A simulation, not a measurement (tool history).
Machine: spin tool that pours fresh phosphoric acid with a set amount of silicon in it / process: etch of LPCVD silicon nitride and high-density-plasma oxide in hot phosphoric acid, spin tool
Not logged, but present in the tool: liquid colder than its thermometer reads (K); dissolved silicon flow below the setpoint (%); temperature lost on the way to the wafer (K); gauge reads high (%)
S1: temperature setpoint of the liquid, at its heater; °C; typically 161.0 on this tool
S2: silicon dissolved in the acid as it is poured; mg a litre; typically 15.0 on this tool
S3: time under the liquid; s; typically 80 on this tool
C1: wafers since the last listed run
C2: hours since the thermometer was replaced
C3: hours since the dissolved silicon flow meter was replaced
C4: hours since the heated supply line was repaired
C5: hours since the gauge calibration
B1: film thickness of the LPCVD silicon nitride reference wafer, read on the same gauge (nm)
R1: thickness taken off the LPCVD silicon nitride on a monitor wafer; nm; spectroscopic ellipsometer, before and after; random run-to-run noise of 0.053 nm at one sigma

{"run": 1, "hour": 0.0, "S1": 161.0, "S2": 15.0, "S3": 80, "C1": 0, "C2": 92.4, "C3": 14.4, "C4": 1966.8, "C5": 1050.1, "B1": 140.0, "R1": 6.15}
{"run": 2, "hour": 222.7, "S1": 161.0, "S2": 15.0, "S3": 80, "C1": 2386, "C2": 315.1, "C3": 237.1, "C4": 2189.5, "C5": 1272.8, "B1": 140.01, "R1": 6.22}
{"run": 3, "hour": 282.3, "S1": 161.0, "S2": 15.0, "S3": 80, "C1": 638, "C2": 374.7, "C3": 296.7, "C4": 2249.1, "C5": 1332.4, "B1": 140.01, "R1": 6.07}
{"run": 4, "hour": 333.5, "S1": 161.0, "S2": 15.0, "S3": 80, "C1": 548, "C2": 425.9, "C3": 347.9, "C4": 2300.3, "C5": 1383.6, "B1": 140.0, "R1": 5.91}
{"run": 5, "hour": 433.7, "S1": 161.0, "S2": 15.0, "S3": 80, "C1": 1073, "C2": 526.1, "C3": 448.1, "C4": 2400.5, "C5": 1483.8, "B1": 140.01, "R1": 5.92}
{"hour": 469.3, "done": "gauge calibrated"}
{"run": 6, "hour": 514.1, "S1": 159.5, "S2": 10.5, "S3": 80, "C1": 861, "C2": 606.5, "C3": 528.5, "C4": 2480.9, "C5": 44.8, "B1": 140.01, "R1": 5.54}
{"run": 7, "hour": 591.4, "S1": 162.5, "S2": 15.0, "S3": 80, "C1": 828, "C2": 683.8, "C3": 605.8, "C4": 2558.2, "C5": 122.1, "B1": 140.03, "R1": 6.17}
{"run": 8, "hour": 696.2, "S1": 158.5, "S2": 9.5, "S3": 45, "C1": 1122, "C2": 788.6, "C3": 710.6, "C4": 2663.0, "C5": 226.9, "B1": 139.99, "R1": 2.97}
{"hour": 771.7, "done": "thermometer replaced"}
{"run": 9, "hour": 799.3, "S1": 161.0, "S2": 15.0, "S3": 80, "C1": 1093, "C2": 27.6, "C3": 813.7, "C4": 2766.1, "C5": 330.0, "B1": 140.01, "R1": 6.37}
{"run": 10, "hour": 843.1, "S1": 161.0, "S2": 15.0, "S3": 115, "C1": 469, "C2": 71.4, "C3": 857.5, "C4": 2809.9, "C5": 373.8, "B1": 139.99, "R1": 9.07}
{"run": 11, "hour": 890.3, "S1": 159.5, "S2": 12.0, "S3": 95, "C1": 505, "C2": 118.6, "C3": 904.7, "C4": 2857.1, "C5": 421.0, "B1": 140.01, "R1": 7.01}
{"run": 12, "hour": 979.2, "S1": 163.0, "S2": 15.0, "S3": 45, "C1": 952, "C2": 207.5, "C3": 993.6, "C4": 2946.0, "C5": 509.9, "B1": 139.97, "R1": 3.75}
{"hour": 997.1, "done": "heated supply line repaired"}
{"hour": 1006.7, "done": "dissolved silicon flow meter replaced"}
{"run": 13, "hour": 1076.7, "S1": 161.0, "S2": 15.0, "S3": 80, "C1": 1023, "C2": 305.0, "C3": 70.0, "C4": 79.6, "C5": 607.4, "B1": 139.98, "R1": 6.18}
{"run": 14, "hour": 1117.1, "S1": 158.5, "S2": 9.5, "S3": 45, "C1": 432, "C2": 345.4, "C3": 110.4, "C4": 120.0, "C5": 647.8, "B1": 139.98, "R1": 3.17}
{"run": 15, "hour": 1182.5, "S1": 158.5, "S2": 15.0, "S3": 80, "C1": 700, "C2": 410.8, "C3": 175.8, "C4": 185.4, "C5": 713.2, "B1": 139.99, "R1": 5.58}
{"run": 16, "hour": 1221.0, "S1": 158.5, "S2": 19.0, "S3": 80, "C1": 412, "C2": 449.3, "C3": 214.3, "C4": 223.9, "C5": 751.7, "B1": 139.99, "R1": 5.57}
{"run": 17, "hour": 1312.4, "S1": 161.0, "S2": 20.5, "S3": 80, "C1": 979, "C2": 540.7, "C3": 305.7, "C4": 315.3, "C5": 843.1, "B1": 140.01, "R1": 6.06}
{"run": 18, "hour": 1378.5, "S1": 160.0, "S2": 15.0, "S3": 60, "C1": 708, "C2": 606.8, "C3": 371.8, "C4": 381.4, "C5": 909.2, "B1": 140.02, "R1": 4.36}
{"run": 19, "hour": 1485.8, "S1": 161.0, "S2": 23.0, "S3": 45, "C1": 1149, "C2": 714.1, "C3": 479.1, "C4": 488.7, "C5": 1016.5, "B1": 140.01, "R1": 3.31}

What does the tool deliver on the next run?
{"hour": 1524.4, "done": "thermometer replaced"}
{"run": 20, "hour": 1634.5, "S1": 163.0, "S2": 18.5, "S3": 80, "C1": 1582, "C2": 110.1, "C3": 627.8, "C4": 637.4, "C5": 1165.2, "B1": "?", "R1": "?"}

Run 20 measured B1 140.00, R1 6.67 nm.
Minus the tool's unlogged condition, the same run would have read R1 6.83 nm.

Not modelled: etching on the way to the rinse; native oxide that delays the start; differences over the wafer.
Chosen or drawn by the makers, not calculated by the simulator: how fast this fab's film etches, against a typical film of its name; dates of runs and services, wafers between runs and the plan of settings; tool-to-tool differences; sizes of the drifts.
